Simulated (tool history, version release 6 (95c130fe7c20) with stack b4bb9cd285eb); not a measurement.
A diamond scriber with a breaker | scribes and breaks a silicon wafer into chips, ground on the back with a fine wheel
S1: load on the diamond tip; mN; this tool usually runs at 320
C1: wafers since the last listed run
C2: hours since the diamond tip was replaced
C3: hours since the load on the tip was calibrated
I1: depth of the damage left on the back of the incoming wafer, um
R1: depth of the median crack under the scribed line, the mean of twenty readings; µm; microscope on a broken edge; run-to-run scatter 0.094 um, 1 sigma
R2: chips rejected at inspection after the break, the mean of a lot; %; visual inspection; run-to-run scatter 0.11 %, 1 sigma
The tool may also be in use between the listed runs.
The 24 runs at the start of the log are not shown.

run 25 hour=273.5 | S1=273 | C1=34 C2=141.5 C3=115.5 | I1=2.73 | R1=8.54 R2=5.7
run 26 hour=279.8 | S1=268 | C1=15 C2=147.8 C3=121.8 | I1=2.46 | R1=8.34 R2=5.42
run 27 hour=287.2 | S1=239 | C1=18 C2=155.2 C3=129.2 | I1=2.43 | R1=8.19 R2=6.73
run 28 hour=296.9 | S1=320 | C1=23 C2=164.9 C3=138.9 | I1=2.43 | R1=9.18 R2=3.27
run 29 hour=304.1 | S1=408 | C1=17 C2=172.1 C3=146.1 | I1=2.09 | R1=10.06 R2=2.95
run 30 hour=310.7 | S1=358 | C1=16 C2=178.7 C3=152.7 | I1=2.87 | R1=9.68 R2=3.94
run 31 hour=318.7 | S1=251 | C1=19 C2=186.7 C3=160.7 | I1=1.64 | R1=8.19 R2=5.03
run 32 hour=329.8 | S1=284 | C1=27 C2=197.8 C3=171.8 | I1=1.77 | R1=8.62 R2=3.76
run 33 hour=336.8 | S1=376 | C1=17 C2=204.8 C3=178.8 | I1=1.73 | R1=9.68 R2=2.48
run 34 hour=344.9 | S1=320 | C1=19 C2=212.9 C3=186.9 | I1=1.59 | R1=9.11 R2=2.59
run 35 hour=359.9 | S1=320 | C1=36 C2=227.9 C3=201.9 | I1=2.44 | R1=8.92 R2=3.55
run 36 hour=372 | S1=370 | C1=29 C2=240 C3=214 | I1=2.89 | R1=9.44 R2=3.71
run 37 hour=388.2 | S1=291 | C1=39 C2=256.2 C3=230.2 | I1=1.59 | R1=8.35 R2=3.67
run 38 hour=404.3 | S1=275 | C1=39 C2=272.3 C3=246.3 | I1=1.85 | R1=8.3 R2=4.78
run 39 hour=418.5 | S1=407 | C1=34 C2=286.5 C3=260.5 | I1=2.23 | R1=10.06 R2=3
run 40 hour=434.6 | S1=320 | C1=39 C2=302.6 C3=276.6 | I1=2.45 | R1=8.76 R2=4.41
run 41 hour=443.8 | S1=320 | C1=22 C2=311.8 C3=285.8 | I1=2.79 | R1=8.7 R2=5.01

Branching from run 41: 5 alternative next runs. What would each branch give?
run A hour=444.5 | S1=320 | C1=1 C2=312.5 C3=286.5 | I1=1.62 | R1=? R2=?
run B hour=444.5 | S1=346 | C1=1 C2=312.5 C3=286.5 | I1=1.62 | R1=? R2=?
run C hour=444.5 | S1=241 | C1=1 C2=312.5 C3=286.5 | I1=1.62 | R1=? R2=?
run D hour=444.5 | S1=292 | C1=1 C2=312.5 C3=286.5 | I1=1.62 | R1=? R2=?
run E hour=444.5 | S1=393 | C1=1 C2=312.5 C3=286.5 | I1=1.62 | R1=? R2=?

run=A R1=8.74 R2=3.1
run=B R1=9.04 R2=2.59
run=C R1=7.78 R2=6.72
run=D R1=8.41 R2=3.99
run=E R1=9.58 R2=2.31
With no hidden state in the tool, these same runs would have given:
run=A R1=9.47 R2=2.3
run=B R1=9.8 R2=2.4
run=C R1=8.43 R2=3.91
run=D R1=9.11 R2=2.51
run=E R1=10.38 R2=3.16

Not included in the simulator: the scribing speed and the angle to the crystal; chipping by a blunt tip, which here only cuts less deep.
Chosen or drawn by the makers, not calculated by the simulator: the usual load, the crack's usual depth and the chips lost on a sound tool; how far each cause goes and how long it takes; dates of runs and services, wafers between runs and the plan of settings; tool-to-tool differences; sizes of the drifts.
